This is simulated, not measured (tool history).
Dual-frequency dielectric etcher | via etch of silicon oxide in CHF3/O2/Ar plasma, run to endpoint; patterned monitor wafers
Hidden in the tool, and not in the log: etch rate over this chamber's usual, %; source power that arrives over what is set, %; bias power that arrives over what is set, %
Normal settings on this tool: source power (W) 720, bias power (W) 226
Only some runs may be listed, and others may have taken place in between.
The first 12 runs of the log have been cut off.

run    hour  source power (W)  bias power (W)  wafers since the last listed run  hours since the last wet clean  hours since the last source power generator calibration  hours since the last bias power generator calibration  hours since the last upper electrode change  incoming incoming film thickness, nm  endpoint time (s)
 13   725.8               650             182                               375                           411.9                                                    167.1                                                  363.4                                        280.6                                 507.2                248
 14   753.3               580             191                               158                           439.4                                                    194.6                                                  390.9                                        308.1                                 511.7              250.3
 15   797.7               870             241                               256                           483.8                                                      239                                                  435.3                                        352.5                                 511.4              206.8
      823.8  -- wet clean of the chamber
 16   848.9               720             226                               157                            25.1                                                    290.2                                                  486.5                                        403.7                                 509.3              219.7
 17   879.6               880             257                               177                            55.8                                                    320.9                                                  517.2                                        434.4                                 508.7              198.6
 18   914.5               850             226                               201                            90.7                                                    355.8                                                  552.1                                        469.3                                 506.3              209.9
 19   970.3               720             226                               322                           146.5                                                    411.6                                                  607.9                                        525.1                                   513              223.4
 20  1153.7               720             226                              1059                           329.9                                                      595                                                  791.3                                        708.5                                 508.4              223.5
 21  1211.4               720             226                               333                           387.6                                                    652.7                                                    849                                        766.2                                 512.6                226
 22  1241.4               780             199                               173                           417.6                                                    682.7                                                    879                                        796.2                                 513.3              231.7
     1273.6  -- wet clean of the chamber
 23  1292.4               720             226                               156                            18.8                                                    733.7                                                    930                                        847.2                                 511.7                222
 24  1327.1               580             274                               200                            53.5                                                    768.4                                                  964.7                                        881.9                                 516.1                220
 25    1384               720             184                               328                           110.4                                                    825.3                                                 1021.6                                        938.8                                 507.2              239.3
 26  1450.1               630             172                               381                           176.5                                                    891.4                                                 1087.7                                       1004.9                                 509.3              255.7
 27  1510.3               570             254                               347                           236.7                                                    951.6                                                 1147.9                                       1065.1                                 515.1              228.8
 28  1556.3               770             188                               265                           282.7                                                    997.6                                                 1193.9                                       1111.1                                 509.5              234.5
 29  1603.4               570             266                               272                           329.8                                                   1044.7                                                   1241                                       1158.2                                 509.4              222.8
 30  1637.9               570             196                               199                           364.3                                                   1079.2                                                 1275.5                                       1192.7                                 510.6                252
 31  1681.3               720             226                               250                           407.7                                                   1122.6                                                 1318.9                                       1236.1                                   510              225.5
 32  1732.7               820             226                               297                           459.1                                                     1174                                                 1370.3                                       1287.5                                 505.6              215.7
 33  1784.8               670             226                               301                           511.2                                                   1226.1                                                 1422.4                                       1339.6                                 513.1                232
     1846.4  -- wet clean of the chamber
 34  1846.9               800             226                               220                             0.5                                                   1288.2                                                 1484.5                                       1401.7                                 511.6              216.4
 35  1885.2               590             243                               221                            38.8                                                   1326.5                                                 1522.8                                         1440                                 513.1              229.3

Alternative continuations, all from the tool just after run 35; predict every row:
  A  1885.7               720             226                                 2                            39.3                                                     1327                                                 1523.3                                       1440.5                                 512.6                  ?
  B  1885.7               580             171                                 2                            39.3                                                     1327                                                 1523.3                                       1440.5                                 512.6                  ?
  C  1885.7               550             182                                 2                            39.3                                                     1327                                                 1523.3                                       1440.5                                 512.6                  ?
  D  1885.7               540             205                                 2                            39.3                                                     1327                                                 1523.3                                       1440.5                                 512.6                  ?

run  endpoint time (s)
  A              223.6
  B              262.3
  C              259.5
  D              249.1
The same runs, with their run-to-run variation unchanged, on a tool lacking any hidden condition would have given:
run  endpoint time (s)
  A              219.6
  B              257.7
  C              254.9
  D              244.6
